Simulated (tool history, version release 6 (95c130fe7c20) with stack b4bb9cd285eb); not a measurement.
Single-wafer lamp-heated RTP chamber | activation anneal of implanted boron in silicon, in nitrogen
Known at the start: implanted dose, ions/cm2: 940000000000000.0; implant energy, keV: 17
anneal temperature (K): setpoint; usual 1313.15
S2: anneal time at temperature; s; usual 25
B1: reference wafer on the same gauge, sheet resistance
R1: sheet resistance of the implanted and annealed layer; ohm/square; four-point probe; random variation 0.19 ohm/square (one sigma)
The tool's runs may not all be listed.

run 1 hour=0.0 | anneal_temperature_(K)=1298.15 S2=17 | B1=130.87 | R1=128.00
run 2 hour=82.9 | anneal_temperature_(K)=1313.15 S2=14 | B1=130.93 | R1=127.18
run 3 hour=138.1 | anneal_temperature_(K)=1313.15 S2=14 | B1=130.98 | R1=127.17
run 4 hour=194.4 | anneal_temperature_(K)=1313.15 S2=16 | B1=131.00 | R1=127.01
run 5 hour=251.4 | anneal_temperature_(K)=1313.15 S2=16 | B1=131.00 | R1=127.09
run 6 hour=330.5 | anneal_temperature_(K)=1313.15 S2=16 | B1=131.08 | R1=127.41
-- hour=398.3 pyrometer window cleaned and pyrometer calibrated
run 7 hour=434.7 | anneal_temperature_(K)=1313.15 S2=21 | B1=131.23 | R1=127.05
-- hour=474.7 reflector plate cleaned
-- hour=533.6 gauge calibrated
run 8 hour=533.8 | anneal_temperature_(K)=1313.15 S2=21 | B1=128.87 | R1=124.30
run 9 hour=573.8 | anneal_temperature_(K)=1313.15 S2=21 | B1=128.85 | R1=124.45
run 10 hour=651.0 | anneal_temperature_(K)=1313.15 S2=25 | B1=128.88 | R1=124.19
run 11 hour=751.3 | anneal_temperature_(K)=1313.15 S2=25 | B1=129.01 | R1=124.35
run 12 hour=848.2 | anneal_temperature_(K)=1340.15 S2=31 | B1=129.06 | R1=123.38
run 13 hour=930.9 | anneal_temperature_(K)=1285.15 S2=37 | B1=129.11 | R1=126.71
run 14 hour=993.4 | anneal_temperature_(K)=1288.15 S2=31 | B1=129.16 | R1=126.76
run 15 hour=1085.6 | anneal_temperature_(K)=1288.15 S2=15 | B1=129.25 | R1=128.29
-- hour=1151.4 pyrometer window cleaned and pyrometer calibrated
run 16 hour=1221.5 | anneal_temperature_(K)=1303.15 S2=14 | B1=129.32 | R1=126.22
-- hour=1308.6 reflector plate cleaned
run 17 hour=1309.1 | anneal_temperature_(K)=1313.15 S2=31 | B1=129.35 | R1=124.88
run 18 hour=1371.5 | anneal_temperature_(K)=1335.15 S2=17 | B1=129.42 | R1=124.73
run 19 hour=1416.6 | anneal_temperature_(K)=1297.15 S2=11 | B1=129.42 | R1=127.26
run 20 hour=1679.1 | anneal_temperature_(K)=1302.15 S2=39 | B1=129.62 | R1=124.95
run 21 hour=1748.9 | anneal_temperature_(K)=1313.15 S2=25 | B1=129.67 | R1=124.99
run 22 hour=1828.7 | anneal_temperature_(K)=1313.15 S2=13 | B1=129.73 | R1=126.00
run 23 hour=1876.3 | anneal_temperature_(K)=1313.15 S2=25 | B1=129.75 | R1=125.30
run 24 hour=1916.6 | anneal_temperature_(K)=1313.15 S2=25 | B1=129.79 | R1=125.23
run 25 hour=1954.5 | anneal_temperature_(K)=1328.15 S2=34 | B1=129.76 | R1=124.28
run 26 hour=2070.1 | anneal_temperature_(K)=1294.15 S2=25 | B1=129.91 | R1=127.11
-- hour=2097.7 pyrometer window cleaned and pyrometer calibrated
run 27 hour=2119.0 | anneal_temperature_(K)=1313.15 S2=25 | B1=129.93 | R1=125.42
-- hour=2147.4 reflector plate cleaned
run 28 hour=2180.7 | anneal_temperature_(K)=1313.15 S2=25 | B1=129.98 | R1=125.49
run 29 hour=2278.0 | anneal_temperature_(K)=1313.15 S2=25 | B1=130.03 | R1=125.58
run 30 hour=2328.8 | anneal_temperature_(K)=1295.15 S2=30 | B1=130.05 | R1=126.81
run 31 hour=2375.3 | anneal_temperature_(K)=1313.15 S2=12 | B1=130.10 | R1=126.26
run 32 hour=2465.1 | anneal_temperature_(K)=1323.15 S2=16 | B1=130.12 | R1=125.55
run 33 hour=2548.7 | anneal_temperature_(K)=1328.15 S2=25 | B1=130.21 | R1=125.14
run 34 hour=2599.3 | anneal_temperature_(K)=1313.15 S2=25 | B1=130.23 | R1=125.75
run 35 hour=2683.0 | anneal_temperature_(K)=1313.15 S2=25 | B1=130.27 | R1=125.99
run 36 hour=2720.8 | anneal_temperature_(K)=1313.15 S2=25 | B1=130.32 | R1=125.67

Measured less the same run without the tool's hidden state. The same run-to-run variation is in both; the gauge's scatter may not be:
The hidden state here: true wafer temperature minus pyrometer reading, K; wafer temperature error from the tarnished reflector plate, K; gauge reads high (%).
run=1 R1=+1.84
run=2 R1=+1.89
run=3 R1=+1.92
run=4 R1=+1.95
run=5 R1=+1.99
run=6 R1=+2.04
run=7 R1=+2.11
run=8 R1=-0.16
run=9 R1=-0.13
run=10 R1=-0.08
run=11 R1=-0.01
run=12 R1=+0.05
run=13 R1=+0.11
run=14 R1=+0.14
run=15 R1=+0.21
run=16 R1=+0.29
run=17 R1=+0.35
run=18 R1=+0.38
run=19 R1=+0.42
run=20 R1=+0.59
run=21 R1=+0.63
run=22 R1=+0.69
run=23 R1=+0.72
run=24 R1=+0.74
run=25 R1=+0.76
run=26 R1=+0.86
run=27 R1=+0.88
run=28 R1=+0.91
run=29 R1=+0.99
run=30 R1=+1.03
run=31 R1=+1.05
run=32 R1=+1.10
run=33 R1=+1.15
run=34 R1=+1.19
run=35 R1=+1.25
run=36 R1=+1.27
